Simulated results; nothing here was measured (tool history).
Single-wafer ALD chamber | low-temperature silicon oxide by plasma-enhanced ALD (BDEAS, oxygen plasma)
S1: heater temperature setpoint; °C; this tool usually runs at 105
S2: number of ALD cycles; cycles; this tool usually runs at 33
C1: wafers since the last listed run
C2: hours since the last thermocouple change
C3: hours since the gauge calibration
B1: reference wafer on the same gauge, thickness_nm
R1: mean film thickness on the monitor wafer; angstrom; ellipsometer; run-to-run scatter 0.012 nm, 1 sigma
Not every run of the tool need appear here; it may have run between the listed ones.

run,day,S1,S2,C1,C2,C3,B1,R1
1,0.000,112,35,0,1705.2,449.0,4.121,48.95
2,1.679,112,35,386,1745.5,489.3,4.124,48.74
3,3.862,112,35,502,1797.9,541.7,4.124,49.15
4,4.942,98,33,248,1823.8,567.6,4.125,47.22
5,7.508,98,33,591,1885.4,629.2,4.127,47.28
6,8.921,98,33,325,1919.3,663.1,4.127,47.12
7,11.608,105,33,618,1983.8,727.6,4.129,46.63
8,13.329,105,33,396,2025.1,768.9,4.131,46.72
9,15.142,105,33,417,2068.6,812.4,4.131,46.76
10,16.654,105,33,348,2104.9,848.7,4.133,46.67
# day 17.438: gauge calibrated
11,25.279,119,37,1986,2311.9,188.2,4.124,51.13
12,26.717,95,27,331,2346.4,222.7,4.131,39.00
# day 27.546: thermocouple changed; heater temperature recalibrated
13,29.421,117,30,546,45.0,287.6,4.140,41.76
14,30.958,109,30,354,81.9,324.5,4.141,42.12
15,33.404,101,36,563,140.6,383.2,4.144,51.32
16,35.429,105,33,466,189.2,431.8,4.145,46.82
17,37.400,105,38,453,236.5,479.1,4.150,53.76
18,39.362,95,33,451,283.6,526.2,4.152,48.00
19,41.821,105,33,566,342.6,585.2,4.153,46.84
20,44.283,118,35,567,401.7,644.3,4.155,48.77

Here are 5 independent what-if runs from the current tool condition. What would each one return?
A,44.304,111,33,4,402.2,644.8,?,?
B,44.304,96,31,4,402.2,644.8,?,?
C,44.304,113,29,4,402.2,644.8,?,?
D,44.304,105,30,4,402.2,644.8,?,?
E,44.304,118,27,4,402.2,644.8,?,?

run,B1,R1
A,4.158,46.49
B,4.158,44.97
C,4.158,40.72
D,4.158,42.68
E,4.158,37.61
The same runs, with their run-to-run variation unchanged, on a tool lacking any hidden condition would have given:
run,R1
A,45.65
B,44.16
C,39.99
D,41.90
E,36.93

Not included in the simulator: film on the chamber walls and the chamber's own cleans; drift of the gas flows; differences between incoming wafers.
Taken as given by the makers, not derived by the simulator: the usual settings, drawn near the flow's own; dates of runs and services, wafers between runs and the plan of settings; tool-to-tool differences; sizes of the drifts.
